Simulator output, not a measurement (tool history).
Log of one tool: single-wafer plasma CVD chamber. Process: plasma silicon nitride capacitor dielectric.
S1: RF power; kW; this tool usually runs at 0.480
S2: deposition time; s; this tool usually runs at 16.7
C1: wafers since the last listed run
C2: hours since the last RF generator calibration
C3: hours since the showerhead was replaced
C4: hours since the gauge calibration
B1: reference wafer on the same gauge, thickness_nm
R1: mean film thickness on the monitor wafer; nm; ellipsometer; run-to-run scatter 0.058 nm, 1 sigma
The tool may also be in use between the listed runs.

| run | hour | S1 | S2 | C1 | C2 | C3 | C4 | B1 | R1 |
|---|---|---|---|---|---|---|---|---|---|
| 1 | 0.0 | 0.480 | 15.6 | 0 | 993.7 | 2556.5 | 807.1 | 24.800 | 23.678 |
| 2 | 13.3 | 0.480 | 15.6 | 451 | 1007.0 | 2569.8 | 820.4 | 24.803 | 23.656 |
| 3 | 39.8 | 0.435 | 16.7 | 899 | 1033.5 | 2596.3 | 846.9 | 24.831 | 24.108 |
| 4 | 53.0 | 0.435 | 16.7 | 447 | 1046.7 | 2609.5 | 860.1 | 24.797 | 24.224 |
| 5 | 86.2 | 0.435 | 16.7 | 1126 | 1079.9 | 2642.7 | 893.3 | 24.787 | 24.272 |
| 6 | 121.7 | 0.510 | 16.7 | 1204 | 1115.4 | 2678.2 | 928.8 | 24.801 | 25.902 |
| 7 | 145.8 | 0.480 | 16.0 | 817 | 1139.5 | 2702.3 | 952.9 | 24.808 | 24.139 |
| 8 | 181.2 | 0.480 | 16.0 | 1201 | 1174.9 | 2737.7 | 988.3 | 24.816 | 24.154 |
| 9 | 207.6 | 0.480 | 16.7 | 895 | 1201.3 | 2764.1 | 1014.7 | 24.802 | 25.254 |
| 10 | 220.7 | 0.480 | 16.7 | 444 | 1214.4 | 2777.2 | 1027.8 | 24.803 | 25.057 |
| 11 | 235.9 | 0.480 | 16.7 | 515 | 1229.6 | 2792.4 | 1043.0 | 24.792 | 25.104 |
| 12 | 324.6 | 0.540 | 19.1 | 3009 | 1318.3 | 2881.1 | 1131.7 | 24.824 | 30.224 |
| 13 | 344.7 | 0.450 | 16.7 | 681 | 1338.4 | 2901.2 | 1151.8 | 24.784 | 24.295 |
| 14 | 378.9 | 0.480 | 17.9 | 1160 | 1372.6 | 2935.4 | 1186.0 | 24.816 | 26.644 |
| 15 | 395.1 | 0.480 | 17.9 | 549 | 1388.8 | 2951.6 | 1202.2 | 24.822 | 26.806 |
| 16 | 417.7 | 0.480 | 16.7 | 766 | 1411.4 | 2974.2 | 1224.8 | 24.804 | 24.962 |
| 17 | 447.7 | 0.480 | 16.7 | 1017 | 1441.4 | 3004.2 | 1254.8 | 24.822 | 24.868 |
| 18 | 478.6 | 0.480 | 16.7 | 1048 | 1472.3 | 3035.1 | 1285.7 | 24.819 | 24.717 |
|  | 483.9 | gauge calibrated |
| 19 | 509.8 | 0.480 | 16.7 | 1058 | 1503.5 | 3066.3 | 25.9 | 24.784 | 24.719 |
| 20 | 521.9 | 0.410 | 17.9 | 410 | 1515.6 | 3078.4 | 38.0 | 24.796 | 24.705 |
| 21 | 535.0 | 0.550 | 18.2 | 444 | 1528.7 | 3091.5 | 51.1 | 24.794 | 28.520 |
| 22 | 555.1 | 0.410 | 14.9 | 681 | 1548.8 | 3111.6 | 71.2 | 24.805 | 20.518 |
| 23 | 578.0 | 0.480 | 16.7 | 776 | 1571.7 | 3134.5 | 94.1 | 24.818 | 24.613 |
|  | 589.3 | RF generator calibrated |
|  | 603.6 | showerhead replaced |
| 24 | 604.1 | 0.480 | 16.0 | 342 | 14.8 | 0.5 | 120.2 | 24.792 | 24.703 |
| 25 | 614.0 | 0.480 | 18.0 | 335 | 24.7 | 10.4 | 130.1 | 24.806 | 27.639 |
| 26 | 637.8 | 0.430 | 13.5 | 807 | 48.5 | 34.2 | 153.9 | 24.806 | 19.808 |
| 27 | 664.0 | 0.410 | 14.6 | 888 | 74.7 | 60.4 | 180.1 | 24.788 | 20.996 |
| 28 | 688.0 | 0.415 | 19.8 | 814 | 98.7 | 84.4 | 204.1 | 24.818 | 28.557 |
| 29 | 707.2 | 0.480 | 14.0 | 651 | 117.9 | 103.6 | 223.3 | 24.799 | 21.577 |
| 30 | 721.5 | 0.415 | 16.7 | 485 | 132.2 | 117.9 | 237.6 | 24.793 | 24.056 |
| 31 | 739.3 | 0.415 | 19.8 | 603 | 150.0 | 135.7 | 255.4 | 24.792 | 28.500 |
| 32 | 771.4 | 0.390 | 17.7 | 1089 | 182.1 | 167.8 | 287.5 | 24.793 | 24.709 |
| 33 | 802.7 | 0.415 | 19.8 | 1061 | 213.4 | 199.1 | 318.8 | 24.794 | 28.556 |
| 34 | 823.0 | 0.440 | 18.7 | 688 | 233.7 | 219.4 | 339.1 | 24.790 | 27.706 |
| 35 | 854.8 | 0.480 | 16.7 | 1078 | 265.5 | 251.2 | 370.9 | 24.779 | 25.729 |
| 36 | 875.9 | 0.525 | 18.2 | 715 | 286.6 | 272.3 | 392.0 | 24.793 | 29.109 |
| 37 | 967.4 | 0.480 | 18.1 | 3104 | 378.1 | 363.8 | 483.5 | 24.777 | 27.810 |
| 38 | 986.3 | 0.480 | 16.7 | 641 | 397.0 | 382.7 | 502.4 | 24.799 | 25.658 |
| 39 | 1011.0 | 0.570 | 18.8 | 838 | 421.7 | 407.4 | 527.1 | 24.835 | 31.086 |
| 40 | 1027.7 | 0.510 | 18.2 | 566 | 438.4 | 424.1 | 543.8 | 24.776 | 28.771 |
| 41 | 1055.9 | 0.575 | 14.1 | 956 | 466.6 | 452.3 | 572.0 | 24.800 | 23.407 |
| 42 | 1084.0 | 0.480 | 16.7 | 953 | 494.7 | 480.4 | 600.1 | 24.786 | 25.550 |
| 43 | 1117.0 | 0.480 | 16.7 | 1119 | 527.7 | 513.4 | 633.1 | 24.801 | 25.642 |
| 44 | 1144.8 | 0.480 | 16.7 | 943 | 555.5 | 541.2 | 660.9 | 24.800 | 25.746 |

Here are 4 independent what-if runs from the current tool condition. What would each one return?
| A | 1145.2 | 0.480 | 16.7 | 13 | 555.9 | 541.6 | 661.3 | ? | ? |
| B | 1145.2 | 0.480 | 15.0 | 13 | 555.9 | 541.6 | 661.3 | ? | ? |
| C | 1145.2 | 0.520 | 16.7 | 13 | 555.9 | 541.6 | 661.3 | ? | ? |
| D | 1145.2 | 0.425 | 16.7 | 13 | 555.9 | 541.6 | 661.3 | ? | ? |

| run | B1 | R1 |
|---|---|---|
| A | 24.796 | 25.621 |
| B | 24.796 | 23.013 |
| C | 24.796 | 26.527 |
| D | 24.796 | 24.239 |
Take away the tool's hidden state, keep each run's random variation, and the runs would have read:
| run | R1 |
|---|---|
| A | 25.867 |
| B | 23.234 |
| C | 26.781 |
| D | 24.471 |
